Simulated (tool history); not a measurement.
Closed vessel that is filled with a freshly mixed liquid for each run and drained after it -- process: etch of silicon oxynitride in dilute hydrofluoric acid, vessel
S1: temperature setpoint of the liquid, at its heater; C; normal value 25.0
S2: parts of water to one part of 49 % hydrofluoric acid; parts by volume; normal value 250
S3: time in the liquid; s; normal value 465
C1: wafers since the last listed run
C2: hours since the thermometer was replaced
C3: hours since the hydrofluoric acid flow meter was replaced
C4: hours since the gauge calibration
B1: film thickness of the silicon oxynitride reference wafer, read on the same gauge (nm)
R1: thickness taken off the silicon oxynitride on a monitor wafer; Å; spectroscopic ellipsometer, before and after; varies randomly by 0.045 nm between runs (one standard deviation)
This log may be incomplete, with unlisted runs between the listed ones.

run	hour	S1	S2	S3	C1	C2	C3	C4	B1	R1
1	0.0	25.0	250	605	0	1302.3	1397.3	93.4	29.96	98.5
2	16.0	25.0	250	605	1530	1318.3	1413.3	109.4	30.03	99.1
3	61.0	25.0	250	465	4304	1363.3	1458.3	154.4	30.03	75.5
4	74.9	25.0	290	465	1329	1377.2	1472.2	168.3	30.03	63.1
5	91.3	25.0	290	465	1568	1393.6	1488.6	184.7	29.96	62.9
6	106.8	25.0	250	465	1482	1409.1	1504.1	200.2	30.01	75.2
7	117.0	25.0	250	465	975	1419.3	1514.3	210.4	29.97	75.8
8	124.5	25.0	250	465	717	1426.8	1521.8	217.9	29.97	75.2
9	136.7	25.0	280	465	1167	1439.0	1534.0	230.1	29.99	65.7
# hour 137.7: gauge calibrated
10	146.9	25.0	280	465	975	1449.2	1544.2	9.2	29.94	65.5
11	155.5	25.0	280	465	822	1457.8	1552.8	17.8	30.02	65.9
12	167.3	25.0	310	465	1128	1469.6	1564.6	29.6	30.03	57.7
13	180.8	25.0	250	465	1291	1483.1	1578.1	43.1	30.00	75.7
14	196.5	25.0	250	465	1501	1498.8	1593.8	58.8	29.97	74.9
# hour 210.9: thermometer replaced
15	213.9	25.0	250	465	1568	3.0	1611.2	76.2	29.97	75.2
16	224.2	25.0	250	465	985	13.3	1621.5	86.5	30.00	74.2
17	233.7	25.0	250	735	908	22.8	1631.0	96.0	30.00	118.5
18	241.6	25.0	250	465	755	30.7	1638.9	103.9	30.01	75.0
19	258.9	27.5	250	310	1655	48.0	1656.2	121.2	30.01	55.7
20	269.1	25.0	325	205	975	58.2	1666.4	131.4	30.00	23.9
21	285.9	25.0	145	670	1607	75.0	1683.2	148.2	29.98	202.2
# hour 301.9: hydrofluoric acid flow meter replaced
22	302.4	28.5	150	325	1482	91.5	0.5	164.7	30.01	99.2
23	312.5	23.0	250	465	966	101.6	10.6	174.8	29.99	61.3
24	321.5	25.0	250	465	860	110.6	19.6	183.8	30.04	66.7
25	336.7	21.0	250	215	1454	125.8	34.8	199.0	29.96	26.4
26	350.3	25.0	125	465	1301	139.4	48.4	212.6	29.99	149.8
27	368.2	25.0	250	465	1712	157.3	66.3	230.5	29.98	67.4
# hour 378.5: gauge calibrated
28	385.9	25.0	170	240	1693	175.0	84.0	7.4	30.02	54.3
# hour 396.0: hydrofluoric acid flow meter replaced, repeated, since the last time left the tool worse
29	402.4	20.5	250	465	1482	191.5	6.4	23.9	29.98	65.6
30	411.6	26.5	325	725	880	200.7	15.6	33.1	30.01	97.4
31	427.3	25.0	250	465	1501	216.4	31.3	48.8	30.00	79.9
32	442.2	25.0	250	465	1425	231.3	46.2	63.7	29.94	78.9
33	451.8	22.0	370	290	918	240.9	55.8	73.3	30.02	27.3
34	459.8	22.5	320	230	765	248.9	63.8	81.3	29.98	26.3

Run-by-run hidden state of the tool:
liquid hotter than its thermometer reads (K): 0 on each run
gauge reads high (%): 0 on each run
H1: hydrofluoric acid flow below the setpoint (%)
run	H1
1	6.08
2	6.15
3	6.33
4	6.39
5	6.46
6	6.52
7	6.57
8	6.6
9	6.65
10	6.69
11	6.73
12	6.77
13	6.83
14	6.89
15	6.97
16	7.01
17	7.05
18	7.08
19	7.15
20	7.19
21	7.26
22	15.2
23	15.3
24	15.3
25	15.4
26	15.4
27	15.5
28	15.6
29	2
30	2.04
31	2.1
32	2.16
33	2.2
34	2.24
